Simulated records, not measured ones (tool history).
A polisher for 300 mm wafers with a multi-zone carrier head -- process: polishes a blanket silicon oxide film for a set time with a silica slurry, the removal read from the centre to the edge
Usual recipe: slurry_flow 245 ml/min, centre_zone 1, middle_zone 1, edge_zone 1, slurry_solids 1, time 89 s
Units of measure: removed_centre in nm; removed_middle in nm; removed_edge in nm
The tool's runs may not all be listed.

run     day  slurry_flow  centre_zone  middle_zone  edge_zone  slurry_solids  time  wafers since the last listed run  wafers polished on this pad  hours since the slurry nozzle was cleaned  hours since the centre zone pressure was calibrated  hours since the edge zone pressure was calibrated  hours since the carrier head's membrane was replaced  incoming thickness of the incoming film, nm  removed_centre  removed_middle  removed_edge
  1       0          245            1            1          1              1    89                                 0                          513                                      778.2                                               1137.9                                             1023.2                                                1311.7                                         1601           209.7           213.2           214
  2   0.667          245            1            1          1              1    89                               113                          627                                      794.2                                               1153.9                                             1039.2                                                1327.7                                       1591.6           208.4           211.5         213.2
  3   1.729          245            1            1          1              1    72                               181                          808                                      819.7                                               1179.4                                             1064.7                                                1353.2                                       1594.2           167.5           174.5         172.4
  4   2.875          245            1            1          1              1    72                               195                         1003                                      847.2                                               1206.9                                             1092.2                                                1380.7                                       1604.9           166.3             171         172.8
  5     3.7          245            1            1          1              1    72                               140                         1144                                        867                                               1226.7                                               1112                                                1400.5                                         1587           165.4           174.4           171
  6   4.883          245            1            1       1.03              1    89                               201                         1346                                      895.4                                               1255.1                                             1140.4                                                1428.9                                       1571.5           201.2           210.2         211.3
      5.254  -- slurry nozzle cleaned
      5.838  -- worn pad replaced by a new one
  7   5.858          295          0.9            1          1              1    89                               130                            3                                       14.5                                               1278.5                                             1163.8                                                1452.3                                       1573.3           214.1           233.5         226.1
      6.188  -- centre zone pressure recalibrated
  8     6.9          305            1            1          1           0.85    77                               163                          166                                       39.5                                                 17.1                                             1188.8                                                1477.3                                       1587.7           182.4           182.3         180.6
  9   7.562          245         1.03            1       1.06            1.1    89                               113                          279                                       55.4                                                   33                                             1204.7                                                1493.2                                       1589.6           242.5           241.1           239
 10   9.042          295          0.9            1          1              1    89                               252                          532                                       90.9                                                 68.5                                             1240.2                                                1528.7                                       1594.2           211.4           234.7         227.6
      9.433  -- edge zone pressure recalibrated
      9.454  -- carrier head's membrane replaced by a new one
 11   9.671          245            1            1        1.1            0.8    89                                89                          621                                        106                                                 83.6                                                5.7                                                   5.2                                       1560.9           200.1           204.4         209.5
 12  10.283          245            1            1          1           0.85    89                               104                          726                                      120.7                                                 98.3                                               20.4                                                  19.9                                       1610.9           209.6           215.5         206.6
 13  11.042          245            1            1          1              1    89                               129                          855                                      138.9                                                116.5                                               38.6                                                  38.1                                       1591.2           226.9           227.7         221.7
 14  11.979          205            1         0.89          1              1    89                               159                         1015                                      161.4                                                  139                                               61.1                                                  60.6                                       1599.6           219.3             200         223.1
 15  13.071          165          0.9            1          1            1.1    89                               186                         1201                                      187.6                                                165.2                                               87.3                                                  86.8                                       1607.1           200.2           219.6         229.8

Forecast each of these 4 alternatives for the next run:
  A  13.092          245            1            1          1              1    89                                 3                         1205                                      188.1                                                165.7                                               87.8                                                  87.3                                       1588.8               ?               ?             ?
  B  13.092          245         0.92            1          1              1    89                                 3                         1205                                      188.1                                                165.7                                               87.8                                                  87.3                                       1588.8               ?               ?             ?
  C  13.092          185            1         1.09          1              1    89                                 3                         1205                                      188.1                                                165.7                                               87.8                                                  87.3                                       1588.8               ?               ?             ?
  D  13.092          245         0.95            1       1.12            1.1    74                                 3                         1205                                      188.1                                                165.7                                               87.8                                                  87.3                                       1588.8               ?               ?             ?

run  removed_centre  removed_middle  removed_edge
  A           223.3           233.1         226.3
  B           207.2           233.2         226.3
  C           212.8           240.1         218.8
  D             186           203.3         206.4
Had the tool no hidden state, the same runs would have come out as:
run  removed_centre  removed_middle  removed_edge
  A           227.3           236.8         228.9
  B           210.8           236.9         228.9
  C           217.8           245.1         222.2
  D           189.2           206.5         208.9

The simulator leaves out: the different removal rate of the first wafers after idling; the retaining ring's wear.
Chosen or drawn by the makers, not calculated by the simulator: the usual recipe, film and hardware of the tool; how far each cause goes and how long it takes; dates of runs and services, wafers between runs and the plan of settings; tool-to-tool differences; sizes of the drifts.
